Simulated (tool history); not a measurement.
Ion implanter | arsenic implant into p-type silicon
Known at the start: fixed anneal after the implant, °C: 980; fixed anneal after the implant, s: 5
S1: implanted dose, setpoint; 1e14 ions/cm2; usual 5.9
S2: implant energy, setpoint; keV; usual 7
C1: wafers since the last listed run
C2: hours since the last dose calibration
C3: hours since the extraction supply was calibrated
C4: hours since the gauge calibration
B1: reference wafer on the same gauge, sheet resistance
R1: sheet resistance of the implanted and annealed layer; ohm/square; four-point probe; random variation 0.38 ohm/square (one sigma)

{"run": 1, "hour": 0.0, "S1": 4.87, "S2": 7, "C1": 0, "C2": 837.6, "C3": 3436.4, "C4": 600.3, "B1": 264.99, "R1": 265.48}
{"run": 2, "hour": 71.1, "S1": 4.87, "S2": 7, "C1": 1427, "C2": 908.7, "C3": 3507.5, "C4": 671.4, "B1": 264.94, "R1": 264.66}
{"hour": 184.3, "done": "Faraday cup replaced and dose calibrated"}
{"run": 3, "hour": 229.3, "S1": 4.87, "S2": 7, "C1": 3015, "C2": 45, "C3": 3665.7, "C4": 829.6, "B1": 265.01, "R1": 270.33}
{"run": 4, "hour": 284.3, "S1": 5.49, "S2": 7, "C1": 1104, "C2": 100, "C3": 3720.7, "C4": 884.6, "B1": 265.05, "R1": 255.66}
{"run": 5, "hour": 338.6, "S1": 5.49, "S2": 7, "C1": 1090, "C2": 154.3, "C3": 3775, "C4": 938.9, "B1": 264.92, "R1": 253.73}
{"run": 6, "hour": 381.5, "S1": 5.49, "S2": 7, "C1": 861, "C2": 197.2, "C3": 3817.9, "C4": 981.8, "B1": 264.99, "R1": 253.57}
{"run": 7, "hour": 439.4, "S1": 5.33, "S2": 7, "C1": 1162, "C2": 255.1, "C3": 3875.8, "C4": 1039.7, "B1": 264.95, "R1": 256.31}
{"run": 8, "hour": 507.3, "S1": 5.33, "S2": 7, "C1": 1363, "C2": 323, "C3": 3943.7, "C4": 1107.6, "B1": 264.98, "R1": 256.05}
{"run": 9, "hour": 573.4, "S1": 5.33, "S2": 7, "C1": 1327, "C2": 389.1, "C3": 4009.8, "C4": 1173.7, "B1": 264.97, "R1": 254.93}
{"run": 10, "hour": 630.4, "S1": 5.9, "S2": 7, "C1": 1144, "C2": 446.1, "C3": 4066.8, "C4": 1230.7, "B1": 265.04, "R1": 245.7}
{"run": 11, "hour": 681.0, "S1": 5.9, "S2": 7, "C1": 1015, "C2": 496.7, "C3": 4117.4, "C4": 1281.3, "B1": 264.92, "R1": 245.04}
{"run": 12, "hour": 749.6, "S1": 5.9, "S2": 7, "C1": 1377, "C2": 565.3, "C3": 4186, "C4": 1349.9, "B1": 264.95, "R1": 245.01}
{"run": 13, "hour": 786.8, "S1": 5.9, "S2": 7, "C1": 746, "C2": 602.5, "C3": 4223.2, "C4": 1387.1, "B1": 264.98, "R1": 244.64}
{"hour": 802.6, "done": "extraction supply calibrated"}
{"run": 14, "hour": 827.1, "S1": 6.52, "S2": 7, "C1": 648, "C2": 642.8, "C3": 24.5, "C4": 1427.4, "B1": 265.04, "R1": 239.46}
{"run": 15, "hour": 941.0, "S1": 6.52, "S2": 7, "C1": 2286, "C2": 756.7, "C3": 138.4, "C4": 1541.3, "B1": 264.97, "R1": 239.72}
{"run": 16, "hour": 978.3, "S1": 5.9, "S2": 7.5, "C1": 748, "C2": 794, "C3": 175.7, "C4": 1578.6, "B1": 264.97, "R1": 242.11}
{"run": 17, "hour": 1008.9, "S1": 5.9, "S2": 7.5, "C1": 614, "C2": 824.6, "C3": 206.3, "C4": 1609.2, "B1": 265.03, "R1": 241.81}
{"run": 18, "hour": 1068.1, "S1": 5.9, "S2": 7.5, "C1": 1188, "C2": 883.8, "C3": 265.5, "C4": 1668.4, "B1": 265.01, "R1": 242.24}
{"run": 19, "hour": 1108.4, "S1": 5.9, "S2": 7, "C1": 809, "C2": 924.1, "C3": 305.8, "C4": 1708.7, "B1": 265, "R1": 246.55}
{"run": 20, "hour": 1196.4, "S1": 6.5, "S2": 8.5, "C1": 1766, "C2": 1012.1, "C3": 393.8, "C4": 1796.7, "B1": 265.07, "R1": 226.52}
{"run": 21, "hour": 1232.1, "S1": 7.52, "S2": 8, "C1": 716, "C2": 1047.8, "C3": 429.5, "C4": 1832.4, "B1": 265.04, "R1": 223.27}
{"hour": 1268.6, "done": "Faraday cup replaced and dose calibrated"}
{"run": 22, "hour": 1282.2, "S1": 4.62, "S2": 9.5, "C1": 845, "C2": 13.6, "C3": 479.6, "C4": 1882.5, "B1": 265.02, "R1": 263.92}
{"run": 23, "hour": 1325.1, "S1": 6.61, "S2": 5, "C1": 861, "C2": 56.5, "C3": 522.5, "C4": 1925.4, "B1": 265.09, "R1": 270.35}
{"run": 24, "hour": 1380.5, "S1": 4.87, "S2": 7, "C1": 1112, "C2": 111.9, "C3": 577.9, "C4": 1980.8, "B1": 265.02, "R1": 271.44}
{"run": 25, "hour": 1418.0, "S1": 4.9, "S2": 8.5, "C1": 752, "C2": 149.4, "C3": 615.4, "C4": 2018.3, "B1": 265.01, "R1": 258.84}
{"run": 26, "hour": 1466.8, "S1": 6.9, "S2": 6.5, "C1": 979, "C2": 198.2, "C3": 664.2, "C4": 2067.1, "B1": 264.96, "R1": 243.32}
{"run": 27, "hour": 1535.8, "S1": 7.26, "S2": 7, "C1": 1385, "C2": 267.2, "C3": 733.2, "C4": 2136.1, "B1": 264.92, "R1": 235.13}
{"run": 28, "hour": 1600.0, "S1": 5.49, "S2": 7, "C1": 1288, "C2": 331.4, "C3": 797.4, "C4": 2200.3, "B1": 265.01, "R1": 255.04}
{"run": 29, "hour": 1640.8, "S1": 4.8, "S2": 7, "C1": 819, "C2": 372.2, "C3": 838.2, "C4": 2241.1, "B1": 265, "R1": 270.92}
{"hour": 1643.2, "done": "gauge calibrated"}
{"run": 30, "hour": 1702.1, "S1": 5.9, "S2": 5, "C1": 1230, "C2": 433.5, "C3": 899.5, "C4": 58.9, "B1": 265.03, "R1": 276.18}
{"run": 31, "hour": 1766.2, "S1": 4.9, "S2": 8.5, "C1": 1286, "C2": 497.6, "C3": 963.6, "C4": 123, "B1": 264.97, "R1": 256.26}
{"run": 32, "hour": 1834.7, "S1": 5.43, "S2": 7, "C1": 1375, "C2": 566.1, "C3": 1032.1, "C4": 191.5, "B1": 265.05, "R1": 254.95}
{"run": 33, "hour": 1880.7, "S1": 6.97, "S2": 8.5, "C1": 923, "C2": 612.1, "C3": 1078.1, "C4": 237.5, "B1": 264.96, "R1": 222.66}
{"run": 34, "hour": 1922.4, "S1": 6.61, "S2": 6, "C1": 837, "C2": 653.8, "C3": 1119.8, "C4": 279.2, "B1": 264.98, "R1": 251.08}
{"run": 35, "hour": 1957.4, "S1": 5.9, "S2": 9, "C1": 702, "C2": 688.8, "C3": 1154.8, "C4": 314.2, "B1": 264.99, "R1": 231.77}
{"run": 36, "hour": 2029.1, "S1": 7.06, "S2": 5, "C1": 1439, "C2": 760.5, "C3": 1226.5, "C4": 385.9, "B1": 265.06, "R1": 263.39}
{"run": 37, "hour": 2067.5, "S1": 5.9, "S2": 7, "C1": 770, "C2": 798.9, "C3": 1264.9, "C4": 424.3, "B1": 265.02, "R1": 246.96}
{"run": 38, "hour": 2120.5, "S1": 4.9, "S2": 8.5, "C1": 1064, "C2": 851.9, "C3": 1317.9, "C4": 477.3, "B1": 265.02, "R1": 255.17}

The same runs without the tool's hidden state, with the same run-to-run variation:
The hidden state here: deviation of the true dose from the Faraday cup's reading, %; deviation of the true energy from its setpoint, %; gauge reads high (%).
run=1 R1=273.32
run=2 R1=272.65
run=3 R1=272.75
run=4 R1=258.78
run=5 R1=257.49
run=6 R1=257.79
run=7 R1=261.23
run=8 R1=261.53
run=9 R1=260.85
run=10 R1=251.14
run=11 R1=250.69
run=12 R1=250.92
run=13 R1=250.67
run=14 R1=242.6
run=15 R1=242.99
run=16 R1=246.41
run=17 R1=246.14
run=18 R1=246.64
run=19 R1=250.94
run=20 R1=230.15
run=21 R1=225.8
run=22 R1=263.22
run=23 R1=270.85
run=24 R1=272.68
run=25 R1=260.59
run=26 R1=244.6
run=27 R1=236.56
run=28 R1=258.02
run=29 R1=274.99
run=30 R1=279.28
run=31 R1=260.96
run=32 R1=259.07
run=33 R1=225.15
run=34 R1=253.93
run=35 R1=235.6
run=36 R1=266.18
run=37 R1=250.9
run=38 R1=260.99

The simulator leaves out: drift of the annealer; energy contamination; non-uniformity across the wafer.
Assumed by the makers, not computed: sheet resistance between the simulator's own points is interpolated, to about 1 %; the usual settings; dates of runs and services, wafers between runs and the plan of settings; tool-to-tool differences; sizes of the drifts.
